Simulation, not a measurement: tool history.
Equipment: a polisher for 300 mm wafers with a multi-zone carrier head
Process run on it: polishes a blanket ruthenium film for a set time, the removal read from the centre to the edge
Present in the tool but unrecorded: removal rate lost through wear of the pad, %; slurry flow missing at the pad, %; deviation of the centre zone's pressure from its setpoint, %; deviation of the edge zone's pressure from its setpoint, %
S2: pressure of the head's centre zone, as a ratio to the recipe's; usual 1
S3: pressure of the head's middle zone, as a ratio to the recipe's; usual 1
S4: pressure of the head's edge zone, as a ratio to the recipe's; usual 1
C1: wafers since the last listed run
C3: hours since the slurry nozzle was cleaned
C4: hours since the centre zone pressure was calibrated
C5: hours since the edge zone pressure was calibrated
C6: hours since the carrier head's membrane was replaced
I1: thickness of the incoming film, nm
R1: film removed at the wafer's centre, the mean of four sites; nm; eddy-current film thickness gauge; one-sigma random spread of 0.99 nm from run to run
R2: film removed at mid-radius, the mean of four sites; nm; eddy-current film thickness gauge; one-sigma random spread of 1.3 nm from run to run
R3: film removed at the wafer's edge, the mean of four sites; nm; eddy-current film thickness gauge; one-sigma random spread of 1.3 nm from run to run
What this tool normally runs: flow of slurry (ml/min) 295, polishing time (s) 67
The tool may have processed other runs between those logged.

{"run": 1, "hour": 0.0, "flow of slurry (ml/min)": 295, "S2": 1, "S3": 0.98, "S4": 1, "polishing time (s)": 67, "C1": 0, "wafers polished on this pad": 573, "C3": 38.7, "C4": 995.7, "C5": 982.1, "C6": 48.9, "I1": 362.6, "R1": 99.2, "R2": 98.8, "R3": 103.6}
{"run": 2, "hour": 13.4, "flow of slurry (ml/min)": 295, "S2": 1, "S3": 0.98, "S4": 1, "polishing time (s)": 67, "C1": 160, "wafers polished on this pad": 734, "C3": 52.1, "C4": 1009.1, "C5": 995.5, "C6": 62.3, "I1": 375.4, "R1": 97.9, "R2": 99.5, "R3": 100.6}
{"run": 3, "hour": 23.0, "flow of slurry (ml/min)": 295, "S2": 1, "S3": 0.98, "S4": 1, "polishing time (s)": 67, "C1": 115, "wafers polished on this pad": 849, "C3": 61.7, "C4": 1018.7, "C5": 1005.1, "C6": 71.9, "I1": 370.9, "R1": 100.7, "R2": 97.4, "R3": 101.8}
{"hour": 35.4, "done": "worn pad replaced by a new one"}
{"run": 4, "hour": 39.2, "flow of slurry (ml/min)": 295, "S2": 1, "S3": 1, "S4": 1, "polishing time (s)": 67, "C1": 146, "wafers polished on this pad": 45, "C3": 77.9, "C4": 1034.9, "C5": 1021.3, "C6": 88.1, "I1": 373.5, "R1": 102, "R2": 101.5, "R3": 104.6}
{"run": 5, "hour": 47.8, "flow of slurry (ml/min)": 295, "S2": 1, "S3": 1, "S4": 0.92, "polishing time (s)": 67, "C1": 103, "wafers polished on this pad": 148, "C3": 86.5, "C4": 1043.5, "C5": 1029.9, "C6": 96.7, "I1": 370.8, "R1": 101.9, "R2": 101.8, "R3": 100.9}
{"run": 6, "hour": 56.7, "flow of slurry (ml/min)": 295, "S2": 1, "S3": 1, "S4": 1, "polishing time (s)": 67, "C1": 106, "wafers polished on this pad": 255, "C3": 95.4, "C4": 1052.4, "C5": 1038.8, "C6": 105.6, "I1": 370, "R1": 101.2, "R2": 101.1, "R3": 101.1}
{"run": 7, "hour": 65.5, "flow of slurry (ml/min)": 220, "S2": 0.94, "S3": 1, "S4": 1, "polishing time (s)": 67, "C1": 105, "wafers polished on this pad": 360, "C3": 104.2, "C4": 1061.2, "C5": 1047.6, "C6": 114.4, "I1": 376, "R1": 90.2, "R2": 97.6, "R3": 99.6}
{"run": 8, "hour": 72.7, "flow of slurry (ml/min)": 295, "S2": 1, "S3": 1, "S4": 1, "polishing time (s)": 67, "C1": 86, "wafers polished on this pad": 447, "C3": 111.4, "C4": 1068.4, "C5": 1054.8, "C6": 121.6, "I1": 363.5, "R1": 100.6, "R2": 99.3, "R3": 99.3}
{"hour": 84.6, "done": "centre zone pressure recalibrated"}
{"run": 9, "hour": 85.1, "flow of slurry (ml/min)": 250, "S2": 0.89, "S3": 1, "S4": 0.93, "polishing time (s)": 67, "C1": 124, "wafers polished on this pad": 571, "C3": 123.8, "C4": 0.5, "C5": 1067.2, "C6": 134, "I1": 369.1, "R1": 85.1, "R2": 99.1, "R3": 96.2}
{"run": 10, "hour": 92.0, "flow of slurry (ml/min)": 295, "S2": 1, "S3": 1.06, "S4": 1, "polishing time (s)": 90, "C1": 82, "wafers polished on this pad": 654, "C3": 130.7, "C4": 7.4, "C5": 1074.1, "C6": 140.9, "I1": 369.6, "R1": 133.6, "R2": 140.4, "R3": 132.1}
{"run": 11, "hour": 99.2, "flow of slurry (ml/min)": 295, "S2": 1, "S3": 0.98, "S4": 1, "polishing time (s)": 67, "C1": 86, "wafers polished on this pad": 740, "C3": 137.9, "C4": 14.6, "C5": 1081.3, "C6": 148.1, "I1": 363.4, "R1": 97.1, "R2": 96.5, "R3": 99.5}
{"hour": 111.0, "done": "worn pad replaced by a new one"}
{"run": 12, "hour": 111.5, "flow of slurry (ml/min)": 295, "S2": 1, "S3": 1, "S4": 0.94, "polishing time (s)": 67, "C1": 99, "wafers polished on this pad": 5, "C3": 150.2, "C4": 26.9, "C5": 1093.6, "C6": 160.4, "I1": 363.7, "R1": 103.1, "R2": 104.7, "R3": 101.3}
{"run": 13, "hour": 117.5, "flow of slurry (ml/min)": 295, "S2": 1, "S3": 1, "S4": 1, "polishing time (s)": 86, "C1": 71, "wafers polished on this pad": 77, "C3": 156.2, "C4": 32.9, "C5": 1099.6, "C6": 166.4, "I1": 371.8, "R1": 131.1, "R2": 129.2, "R3": 132.3}
{"hour": 129.1, "done": "edge zone pressure recalibrated"}
{"run": 14, "hour": 131.4, "flow of slurry (ml/min)": 295, "S2": 1, "S3": 1, "S4": 0.96, "polishing time (s)": 87, "C1": 142, "wafers polished on this pad": 220, "C3": 170.1, "C4": 46.8, "C5": 2.3, "C6": 180.3, "I1": 377.9, "R1": 131.3, "R2": 132.7, "R3": 128.1}
{"run": 15, "hour": 141.0, "flow of slurry (ml/min)": 390, "S2": 1, "S3": 1, "S4": 1, "polishing time (s)": 67, "C1": 115, "wafers polished on this pad": 335, "C3": 179.7, "C4": 56.4, "C5": 11.9, "C6": 189.9, "I1": 375.1, "R1": 104.4, "R2": 101.8, "R3": 103.4}
{"run": 16, "hour": 151.5, "flow of slurry (ml/min)": 295, "S2": 1.08, "S3": 1.04, "S4": 0.92, "polishing time (s)": 84, "C1": 125, "wafers polished on this pad": 461, "C3": 190.2, "C4": 66.9, "C5": 22.4, "C6": 200.4, "I1": 366.1, "R1": 135.6, "R2": 130, "R3": 120.1}
{"run": 17, "hour": 163.3, "flow of slurry (ml/min)": 335, "S2": 1, "S3": 0.92, "S4": 1, "polishing time (s)": 47, "C1": 141, "wafers polished on this pad": 602, "C3": 202, "C4": 78.7, "C5": 34.2, "C6": 212.2, "I1": 370.8, "R1": 69.1, "R2": 63.8, "R3": 70}
{"run": 18, "hour": 174.6, "flow of slurry (ml/min)": 295, "S2": 1, "S3": 1, "S4": 1, "polishing time (s)": 52, "C1": 135, "wafers polished on this pad": 738, "C3": 213.3, "C4": 90, "C5": 45.5, "C6": 223.5, "I1": 369.7, "R1": 74.5, "R2": 75.3, "R3": 75.6}
{"hour": 184.7, "done": "worn pad replaced by a new one"}
{"run": 19, "hour": 186.9, "flow of slurry (ml/min)": 295, "S2": 1, "S3": 0.89, "S4": 1, "polishing time (s)": 67, "C1": 99, "wafers polished on this pad": 26, "C3": 225.6, "C4": 102.3, "C5": 57.8, "C6": 235.8, "I1": 365.8, "R1": 100.8, "R2": 93, "R3": 102.8}
{"run": 20, "hour": 196.8, "flow of slurry (ml/min)": 255, "S2": 1, "S3": 1, "S4": 1, "polishing time (s)": 85, "C1": 118, "wafers polished on this pad": 145, "C3": 235.5, "C4": 112.2, "C5": 67.7, "C6": 245.7, "I1": 373.7, "R1": 124.4, "R2": 126, "R3": 125.7}
{"run": 21, "hour": 211.9, "flow of slurry (ml/min)": 255, "S2": 1, "S3": 1, "S4": 1, "polishing time (s)": 44, "C1": 180, "wafers polished on this pad": 326, "C3": 250.6, "C4": 127.3, "C5": 82.8, "C6": 260.8, "I1": 367.8, "R1": 62.3, "R2": 62.7, "R3": 65}

Below are 5 alternative next runs, each starting from the tool's condition after run 21. Predict each:
{"run": "A", "hour": 212.4, "flow of slurry (ml/min)": 295, "S2": 1, "S3": 1, "S4": 0.9, "polishing time (s)": 67, "C1": 5, "wafers polished on this pad": 332, "C3": 251.1, "C4": 127.8, "C5": 83.3, "C6": 261.3, "I1": 370.5, "R1": "?", "R2": "?", "R3": "?"}
{"run": "B", "hour": 212.4, "flow of slurry (ml/min)": 385, "S2": 1, "S3": 1, "S4": 0.96, "polishing time (s)": 67, "C1": 5, "wafers polished on this pad": 332, "C3": 251.1, "C4": 127.8, "C5": 83.3, "C6": 261.3, "I1": 370.5, "R1": "?", "R2": "?", "R3": "?"}
{"run": "C", "hour": 212.4, "flow of slurry (ml/min)": 295, "S2": 0.92, "S3": 1, "S4": 0.93, "polishing time (s)": 82, "C1": 5, "wafers polished on this pad": 332, "C3": 251.1, "C4": 127.8, "C5": 83.3, "C6": 261.3, "I1": 370.5, "R1": "?", "R2": "?", "R3": "?"}
{"run": "D", "hour": 212.4, "flow of slurry (ml/min)": 295, "S2": 1.05, "S3": 1, "S4": 1, "polishing time (s)": 67, "C1": 5, "wafers polished on this pad": 332, "C3": 251.1, "C4": 127.8, "C5": 83.3, "C6": 261.3, "I1": 370.5, "R1": "?", "R2": "?", "R3": "?"}
{"run": "E", "hour": 212.4, "flow of slurry (ml/min)": 295, "S2": 1, "S3": 1.1, "S4": 0.89, "polishing time (s)": 67, "C1": 5, "wafers polished on this pad": 332, "C3": 251.1, "C4": 127.8, "C5": 83.3, "C6": 261.3, "I1": 370.5, "R1": "?", "R2": "?", "R3": "?"}

run=A R1=99.7 R2=98.4 R3=97.4
run=B R1=103.5 R2=101.8 R3=102
run=C R1=112.2 R2=120.5 R3=120.4
run=D R1=104.7 R2=98.4 R3=100.7
run=E R1=99.8 R2=106.8 R3=96.9
Stripped of hidden state, with their random variation kept, the same runs would have yielded:
run=A R1=106.1 R2=104.3 R3=102.2
run=B R1=109 R2=106.9 R3=106.3
run=C R1=119.3 R2=127.7 R3=126.4
run=D R1=111.4 R2=104.2 R3=105.7
run=E R1=106.1 R2=113.1 R3=101.7
